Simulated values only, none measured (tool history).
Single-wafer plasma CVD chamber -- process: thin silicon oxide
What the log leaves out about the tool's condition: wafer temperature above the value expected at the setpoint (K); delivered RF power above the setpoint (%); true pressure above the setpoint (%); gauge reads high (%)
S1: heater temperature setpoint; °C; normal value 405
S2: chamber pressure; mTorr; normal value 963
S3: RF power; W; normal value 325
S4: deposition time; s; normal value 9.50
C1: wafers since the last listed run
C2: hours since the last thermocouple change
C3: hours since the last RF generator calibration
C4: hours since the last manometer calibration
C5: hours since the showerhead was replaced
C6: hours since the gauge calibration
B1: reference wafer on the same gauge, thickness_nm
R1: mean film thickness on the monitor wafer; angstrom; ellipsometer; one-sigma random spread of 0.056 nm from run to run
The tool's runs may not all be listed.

Run 1, hour 0.0: usual settings; C1 0; C2 177.0; C3 1653.5; C4 690.9; C5 4642.1; C6 1534.2; B1 19.291. Result: R1 173.38 angstrom.
Run 2, hour 59.7: usual settings; C1 1089; C2 236.7; C3 1713.2; C4 750.6; C5 4701.8; C6 1593.9; B1 19.295. Result: R1 172.76 angstrom.
Run 3, hour 102.2: usual settings; C1 775; C2 279.2; C3 1755.7; C4 793.1; C5 4744.3; C6 1636.4; B1 19.278. Result: R1 173.92 angstrom.
Run 4, hour 165.7: usual settings; C1 1158; C2 342.7; C3 1819.2; C4 856.6; C5 4807.8; C6 1699.9; B1 19.332. Result: R1 173.92 angstrom.
At hour 216.5: RF generator calibrated.
Run 5, hour 467.9: usual settings; C1 5367; C2 644.9; C3 251.4; C4 1158.8; C5 5110.0; C6 2002.1; B1 19.310. Result: R1 178.76 angstrom.
Run 6, hour 534.5: usual settings; C1 1215; C2 711.5; C3 318.0; C4 1225.4; C5 5176.6; C6 2068.7; B1 19.306. Result: R1 178.19 angstrom.
Run 7, hour 596.1: usual settings but S4 10.97 s; C1 1123; C2 773.1; C3 379.6; C4 1287.0; C5 5238.2; C6 2130.3; B1 19.310. Result: R1 205.72 angstrom.
Run 8, hour 648.5: usual settings but S4 10.97 s; C1 955; C2 825.5; C3 432.0; C4 1339.4; C5 5290.6; C6 2182.7; B1 19.279. Result: R1 205.48 angstrom.
Run 9, hour 689.4: usual settings but S4 10.97 s; C1 746; C2 866.4; C3 472.9; C4 1380.3; C5 5331.5; C6 2223.6; B1 19.302. Result: R1 206.32 angstrom.
Run 10, hour 754.3: usual settings but S2 1045 mTorr, S3 350 W; C1 1184; C2 931.3; C3 537.8; C4 1445.2; C5 5396.4; C6 2288.5; B1 19.300. Result: R1 192.46 angstrom.
At hour 823.0: thermocouple changed; heater temperature recalibrated.
Run 11, hour 874.7: usual settings but S2 1045 mTorr, S3 350 W; C1 2050; C2 51.7; C3 658.2; C4 1565.6; C5 5516.8; C6 2408.9; B1 19.287. Result: R1 192.22 angstrom.
Run 12, hour 943.8: usual settings; C1 1260; C2 120.8; C3 727.3; C4 1634.7; C5 5585.9; C6 2478.0; B1 19.308. Result: R1 176.77 angstrom.
At hour 955.7: capacitance manometer re-zeroed and calibrated.
Run 13, hour 1003.9: usual settings; C1 950; C2 180.9; C3 787.4; C4 48.2; C5 5646.0; C6 2538.1; B1 19.297. Result: R1 177.47 angstrom.
Run 14, hour 1087.2: usual settings but S1 418 °C, S4 8.29 s; C1 1519; C2 264.2; C3 870.7; C4 131.5; C5 5729.3; C6 2621.4; B1 19.303. Result: R1 153.03 angstrom.
Run 15, hour 1172.9: usual settings but S2 1114 mTorr, S4 10.87 s; C1 1563; C2 349.9; C3 956.4; C4 217.2; C5 5815.0; C6 2707.1; B1 19.287. Result: R1 216.88 angstrom.
Run 16, hour 1271.8: usual settings but S2 1199 mTorr; C1 1804; C2 448.8; C3 1055.3; C4 316.1; C5 5913.9; C6 2806.0; B1 19.299. Result: R1 196.90 angstrom.
At hour 1337.6: gauge calibrated.
Run 17, hour 1349.0: usual settings; C1 1408; C2 526.0; C3 1132.5; C4 393.3; C5 5991.1; C6 11.4; B1 19.320. Result: R1 176.01 angstrom.
Run 18, hour 1428.3: usual settings but S1 411 °C; C1 1446; C2 605.3; C3 1211.8; C4 472.6; C5 6070.4; C6 90.7; B1 19.288. Result: R1 174.43 angstrom.
Run 19, hour 1563.3: usual settings but S2 892 mTorr, S3 305 W; C1 2462; C2 740.3; C3 1346.8; C4 607.6; C5 6205.4; C6 225.7; B1 19.306. Result: R1 161.23 angstrom.
At hour 1619.8: thermocouple changed; heater temperature recalibrated.
Run 20, hour 1656.4: usual settings but S3 290 W, S4 7.72 s; C1 1552; C2 36.6; C3 1439.9; C4 700.7; C5 6298.5; C6 318.8; B1 19.294. Result: R1 133.77 angstrom.
At hour 1869.0: showerhead replaced.
Run 21, hour 1966.2: usual settings but S1 414 °C, S4 8.58 s; C1 5505; C2 346.4; C3 1749.7; C4 1010.5; C5 97.2; C6 628.6; B1 19.331. Result: R1 155.41 angstrom.
At hour 2050.1: RF generator calibrated.
Run 22, hour 2248.1: usual settings but S2 1203 mTorr, S4 8.17 s; C1 4996; C2 628.3; C3 198.0; C4 1292.4; C5 379.1; C6 910.5; B1 19.299. Result: R1 172.33 angstrom.
Run 23, hour 2506.0: usual settings but S1 397 °C, S2 1123 mTorr, S3 305 W, S4 11.25 s; C1 4704; C2 886.2; C3 455.9; C4 1550.3; C5 637.0; C6 1168.4; B1 19.313. Result: R1 221.96 angstrom.
At hour 2540.5: thermocouple changed; heater temperature recalibrated.
Run 24, hour 2574.0: usual settings but S1 413 °C, S3 300 W; C1 1094; C2 33.5; C3 523.9; C4 1618.3; C5 705.0; C6 1236.4; B1 19.280. Result: R1 170.23 angstrom.
At hour 2601.1: capacitance manometer re-zeroed and calibrated.
Run 25, hour 2621.9: usual settings; C1 727; C2 81.4; C3 571.8; C4 20.8; C5 752.9; C6 1284.3; B1 19.283. Result: R1 178.99 angstrom.

Branching from run 25: 3 alternative next runs. What would each branch give?
Run A, hour 2622.3: usual settings; C1 7; C2 81.8; C3 572.2; C4 21.2; C5 753.3; C6 1284.7; B1 ?. Result: R1 ?.
Run B, hour 2622.3: usual settings but S3 385 W, S4 8.15 s; C1 7; C2 81.8; C3 572.2; C4 21.2; C5 753.3; C6 1284.7; B1 ?. Result: R1 ?.
Run C, hour 2622.3: usual settings but S3 265 W, S4 8.50 s; C1 7; C2 81.8; C3 572.2; C4 21.2; C5 753.3; C6 1284.7; B1 ?. Result: R1 ?.

run      B1      R1
  A  19.302  178.03
  B  19.302  165.66
  C  19.302  141.80
Without the tool's hidden state the same runs would have given:
run      R1
  A  180.11
  B  167.41
  C  143.76
